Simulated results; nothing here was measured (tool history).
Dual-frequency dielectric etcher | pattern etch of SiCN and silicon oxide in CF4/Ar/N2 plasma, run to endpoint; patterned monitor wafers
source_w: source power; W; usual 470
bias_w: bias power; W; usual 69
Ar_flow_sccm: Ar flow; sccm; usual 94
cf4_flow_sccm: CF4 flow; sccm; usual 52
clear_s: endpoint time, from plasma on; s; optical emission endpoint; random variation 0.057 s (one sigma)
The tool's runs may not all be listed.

run	hour	source_w	bias_w	Ar_flow_sccm	cf4_flow_sccm	incoming incoming film thickness, nm	clear_s
1	0.0	470	69	94	52	10.09	12.4
2	47.5	470	69	94	52	10.13	12.3
3	129.9	470	69	94	52	10.01	12.3
4	392.9	470	69	94	52	9.96	12.4
5	464.3	470	69	94	52	9.98	12.5
# hour 489.7: wet clean of the chamber
6	597.3	470	69	94	52	10.03	13.0
7	648.3	500	69	94	52	10.07	12.3
8	706.8	500	69	94	52	9.97	12.4
# hour 735.0: bias power generator calibrated
# hour 743.4: wet clean of the chamber, repeated, since the last time left the tool worse
# hour 776.8: source power generator calibrated
# hour 794.8: Ar flow controller replaced
9	795.3	470	69	94	52	10.17	12.4
# hour 836.2: upper electrode replaced
10	872.9	360	69	77	52	9.95	14.6
# hour 895.0: CF4 flow controller replaced
11	934.2	470	79	83	52	9.97	11.1
12	1024.5	440	62	94	52	10.06	13.9
13	1106.1	470	69	94	52	10.09	12.5
14	1175.9	390	69	79	52	10.00	14.0
15	1240.6	420	53	86	58	9.92	15.2
# hour 1299.9: wet clean of the chamber
16	1314.2	470	61	72	47	9.91	12.3
17	1534.1	470	69	94	52	10.10	12.4
18	1614.9	470	69	94	52	10.13	12.5
19	1687.5	470	82	94	52	9.94	11.3

Hidden state or all else? Some run-to-run changes of clear_s, split into what the settings, what came in and random variation would give without the hidden state, and what is left for the hidden state (with any gauge scatter that isn't in both results):
The hidden state here: etch rate over this chamber's usual, %; source power that arrives over what is set, %; bias power that arrives over what is set, %; Ar flow that arrives over what is set, %; CF4 flow that arrives over what is set, %.
Run 8 -> 9: source_w 500 -> 470, bias power generator calibrated, wet clean of the chamber, repeated, since the last time left the tool worse, source power generator calibrated, Ar flow controller replaced. clear_s +0.0 s: hidden state -0.8, all else +0.8.
Run 10 -> 11: source_w 360 -> 470, bias_w 69 -> 79, Ar_flow_sccm 77 -> 83, CF4 flow controller replaced. clear_s -3.5 s: hidden state +0.0, all else -3.5.
